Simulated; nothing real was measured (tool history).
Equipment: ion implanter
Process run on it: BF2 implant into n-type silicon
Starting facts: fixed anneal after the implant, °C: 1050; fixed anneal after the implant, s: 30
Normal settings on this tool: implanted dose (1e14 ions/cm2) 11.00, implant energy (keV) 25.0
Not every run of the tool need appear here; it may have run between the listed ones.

run	hour	implanted dose (1e14 ions/cm2)	implant energy (keV)	wafers since the last listed run	hours since the last dose calibration	hours since the extraction supply was calibrated	hours since the gauge calibration	read-back reference wafer on the same gauge, sheet resistance	sheet resistance of the implanted and annealed layer (ohm/square)
1	0.0	9.26	25.0	0	1021.5	2605.6	241.4	138.01	142.31
2	6.7	11.00	25.0	158	1028.2	2612.3	248.1	137.94	126.30
3	15.2	11.00	25.0	201	1036.7	2620.8	256.6	138.03	126.66
4	26.3	11.00	25.0	263	1047.8	2631.9	267.7	138.02	126.70
5	38.6	13.32	32.0	291	1060.1	2644.2	280.0	137.86	106.69
6	45.7	13.32	32.0	168	1067.2	2651.3	287.1	138.03	106.49
7	55.0	11.00	25.0	220	1076.5	2660.6	296.4	138.06	126.17
8	66.3	9.11	25.0	267	1087.8	2671.9	307.7	137.90	143.56
9	83.2	11.93	21.0	400	1104.7	2688.8	324.6	138.01	126.20
10	97.4	11.93	21.0	336	1118.9	2703.0	338.8	137.99	125.98
11	107.9	11.00	25.0	249	1129.4	2713.5	349.3	137.93	126.26
12	116.5	11.00	25.0	203	1138.0	2722.1	357.9	137.96	125.76
13	134.0	11.00	25.0	415	1155.5	2739.6	375.4	137.95	125.76
# hour 137.8: gauge calibrated
14	149.5	10.11	32.0	367	1171.0	2755.1	11.7	137.98	126.33
15	164.5	10.02	20.5	355	1186.0	2770.1	26.7	137.93	139.51
# hour 189.7: extraction supply calibrated
16	190.2	11.00	25.0	419	1211.7	0.5	52.4	138.03	125.74
17	192.0	11.00	17.0	42	1213.5	2.3	54.2	138.11	138.12
18	199.7	9.46	30.5	182	1221.2	10.0	61.9	138.14	133.52
19	218.9	13.93	30.5	455	1240.4	29.2	81.1	138.00	104.86
# hour 246.0: Faraday cup replaced and dose calibrated
20	262.7	9.47	22.0	848	16.7	73.0	124.9	138.05	146.77
21	277.6	11.00	32.0	353	31.6	87.9	139.8	138.03	122.28
22	292.9	12.56	31.5	362	46.9	103.2	155.1	138.00	112.78
23	302.2	11.00	25.0	220	56.2	112.5	164.4	138.02	128.75
24	330.3	9.17	17.5	666	84.3	140.6	192.5	138.01	157.32
25	342.4	9.08	28.5	286	96.4	152.7	204.6	138.01	144.03
26	355.2	13.81	29.0	303	109.2	165.5	217.4	137.88	109.08

Forecast each of these 5 alternatives for the next run:
A	355.6	11.00	25.0	9	109.6	165.9	217.8	?	?
B	355.6	9.74	29.0	9	109.6	165.9	217.8	?	?
C	355.6	13.56	27.5	9	109.6	165.9	217.8	?	?
D	355.6	8.49	23.0	9	109.6	165.9	217.8	?	?
E	355.6	9.34	25.0	9	109.6	165.9	217.8	?	?

run	read-back reference wafer on the same gauge, sheet resistance	sheet resistance of the implanted and annealed layer (ohm/square)
A	137.97	128.64
B	137.97	136.01
C	137.97	111.24
D	137.97	157.44
E	137.97	144.30
Without the tool's unlogged condition, the same runs would have read:
run	sheet resistance of the implanted and annealed layer (ohm/square)
A	128.41
B	135.72
C	111.09
D	157.11
E	144.01
